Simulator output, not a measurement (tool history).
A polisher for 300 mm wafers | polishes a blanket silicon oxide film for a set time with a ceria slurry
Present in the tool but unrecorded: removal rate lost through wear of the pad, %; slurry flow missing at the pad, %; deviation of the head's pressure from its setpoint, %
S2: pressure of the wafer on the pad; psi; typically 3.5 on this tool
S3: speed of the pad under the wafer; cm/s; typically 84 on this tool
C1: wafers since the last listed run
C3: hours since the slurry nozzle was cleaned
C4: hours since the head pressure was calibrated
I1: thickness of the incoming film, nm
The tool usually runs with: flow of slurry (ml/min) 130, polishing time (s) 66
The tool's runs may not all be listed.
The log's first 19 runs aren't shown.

run 20 hour=313.4 | flow_of_slurry_(ml/min)=130 S2=3.5 S3=84 polishing_time_(s)=66 | C1=117 wafers_polished_on_this_pad=516 C3=133.4 C4=131.6 | I1=1498.3 | film_removed_(angstrom)=2823
run 21 hour=325.0 | flow_of_slurry_(ml/min)=155 S2=4.0 S3=64 polishing_time_(s)=43 | C1=77 wafers_polished_on_this_pad=594 C3=145.0 C4=143.2 | I1=1511.5 | film_removed_(angstrom)=1743
run 22 hour=340.3 | flow_of_slurry_(ml/min)=130 S2=3.5 S3=108 polishing_time_(s)=66 | C1=102 wafers_polished_on_this_pad=696 C3=160.3 C4=158.5 | I1=1489.2 | film_removed_(angstrom)=3511
run 23 hour=353.8 | flow_of_slurry_(ml/min)=110 S2=3.5 S3=72 polishing_time_(s)=66 | C1=90 wafers_polished_on_this_pad=787 C3=173.8 C4=172.0 | I1=1540.7 | film_removed_(angstrom)=2399
run 24 hour=360.5 | flow_of_slurry_(ml/min)=130 S2=3.9 S3=76 polishing_time_(s)=66 | C1=44 wafers_polished_on_this_pad=832 C3=180.5 C4=178.7 | I1=1489.9 | film_removed_(angstrom)=2853
-- hour=366.4 worn pad replaced by a new one
run 25 hour=373.3 | flow_of_slurry_(ml/min)=130 S2=3.5 S3=84 polishing_time_(s)=66 | C1=59 wafers_polished_on_this_pad=46 C3=193.3 C4=191.5 | I1=1533.2 | film_removed_(angstrom)=3194
run 26 hour=385.3 | flow_of_slurry_(ml/min)=130 S2=3.5 S3=106 polishing_time_(s)=76 | C1=80 wafers_polished_on_this_pad=127 C3=205.3 C4=203.5 | I1=1493.1 | film_removed_(angstrom)=4315
run 27 hour=395.6 | flow_of_slurry_(ml/min)=130 S2=3.5 S3=84 polishing_time_(s)=66 | C1=69 wafers_polished_on_this_pad=196 C3=215.6 C4=213.8 | I1=1526.2 | film_removed_(angstrom)=3054
run 28 hour=402.1 | flow_of_slurry_(ml/min)=175 S2=2.6 S3=98 polishing_time_(s)=88 | C1=43 wafers_polished_on_this_pad=239 C3=222.1 C4=220.3 | I1=1525.0 | film_removed_(angstrom)=3705
run 29 hour=409.8 | flow_of_slurry_(ml/min)=165 S2=4.7 S3=98 polishing_time_(s)=66 | C1=51 wafers_polished_on_this_pad=291 C3=229.8 C4=228.0 | I1=1536.4 | film_removed_(angstrom)=4551
run 30 hour=420.2 | flow_of_slurry_(ml/min)=90 S2=3.5 S3=92 polishing_time_(s)=88 | C1=69 wafers_polished_on_this_pad=361 C3=240.2 C4=238.4 | I1=1515.5 | film_removed_(angstrom)=3886
run 31 hour=430.1 | flow_of_slurry_(ml/min)=130 S2=3.5 S3=76 polishing_time_(s)=66 | C1=66 wafers_polished_on_this_pad=427 C3=250.1 C4=248.3 | I1=1493.9 | film_removed_(angstrom)=2733
run 32 hour=442.2 | flow_of_slurry_(ml/min)=130 S2=3.1 S3=84 polishing_time_(s)=56 | C1=81 wafers_polished_on_this_pad=509 C3=262.2 C4=260.4 | I1=1515.5 | film_removed_(angstrom)=2150
run 33 hour=458.8 | flow_of_slurry_(ml/min)=165 S2=3.5 S3=84 polishing_time_(s)=77 | C1=111 wafers_polished_on_this_pad=620 C3=278.8 C4=277.0 | I1=1516.8 | film_removed_(angstrom)=3444
run 34 hour=466.5 | flow_of_slurry_(ml/min)=160 S2=2.6 S3=58 polishing_time_(s)=47 | C1=51 wafers_polished_on_this_pad=672 C3=286.5 C4=284.7 | I1=1499.9 | film_removed_(angstrom)=1224
-- hour=472.1 worn pad replaced by a new one
run 35 hour=507.1 | flow_of_slurry_(ml/min)=130 S2=3.5 S3=102 polishing_time_(s)=66 | C1=245 wafers_polished_on_this_pad=234 C3=327.1 C4=325.3 | I1=1525.7 | film_removed_(angstrom)=3507
run 36 hour=518.7 | flow_of_slurry_(ml/min)=130 S2=3.5 S3=62 polishing_time_(s)=66 | C1=77 wafers_polished_on_this_pad=312 C3=338.7 C4=336.9 | I1=1510.9 | film_removed_(angstrom)=2401

Predict each of these 5 candidate next runs independently; none follows another, all start after run 36:
run A hour=519.1 | flow_of_slurry_(ml/min)=130 S2=3.5 S3=84 polishing_time_(s)=66 | C1=2 wafers_polished_on_this_pad=315 C3=339.1 C4=337.3 | I1=1513.1 | film_removed_(angstrom)=?
run B hour=519.1 | flow_of_slurry_(ml/min)=150 S2=2.5 S3=66 polishing_time_(s)=80 | C1=2 wafers_polished_on_this_pad=315 C3=339.1 C4=337.3 | I1=1513.1 | film_removed_(angstrom)=?
run C hour=519.1 | flow_of_slurry_(ml/min)=170 S2=3.5 S3=98 polishing_time_(s)=66 | C1=2 wafers_polished_on_this_pad=315 C3=339.1 C4=337.3 | I1=1513.1 | film_removed_(angstrom)=?
run D hour=519.1 | flow_of_slurry_(ml/min)=105 S2=3.1 S3=108 polishing_time_(s)=85 | C1=2 wafers_polished_on_this_pad=315 C3=339.1 C4=337.3 | I1=1513.1 | film_removed_(angstrom)=?
run E hour=519.1 | flow_of_slurry_(ml/min)=130 S2=3.5 S3=84 polishing_time_(s)=48 | C1=2 wafers_polished_on_this_pad=315 C3=339.1 C4=337.3 | I1=1513.1 | film_removed_(angstrom)=?

run=A film_removed_(angstrom)=2964
run=B film_removed_(angstrom)=2306
run=C film_removed_(angstrom)=3518
run=D film_removed_(angstrom)=3988
run=E film_removed_(angstrom)=2155
What these runs would have given with no unlogged condition in the tool:
run=A film_removed_(angstrom)=3253
run=B film_removed_(angstrom)=2531
run=C film_removed_(angstrom)=3861
run=D film_removed_(angstrom)=4377
run=E film_removed_(angstrom)=2366

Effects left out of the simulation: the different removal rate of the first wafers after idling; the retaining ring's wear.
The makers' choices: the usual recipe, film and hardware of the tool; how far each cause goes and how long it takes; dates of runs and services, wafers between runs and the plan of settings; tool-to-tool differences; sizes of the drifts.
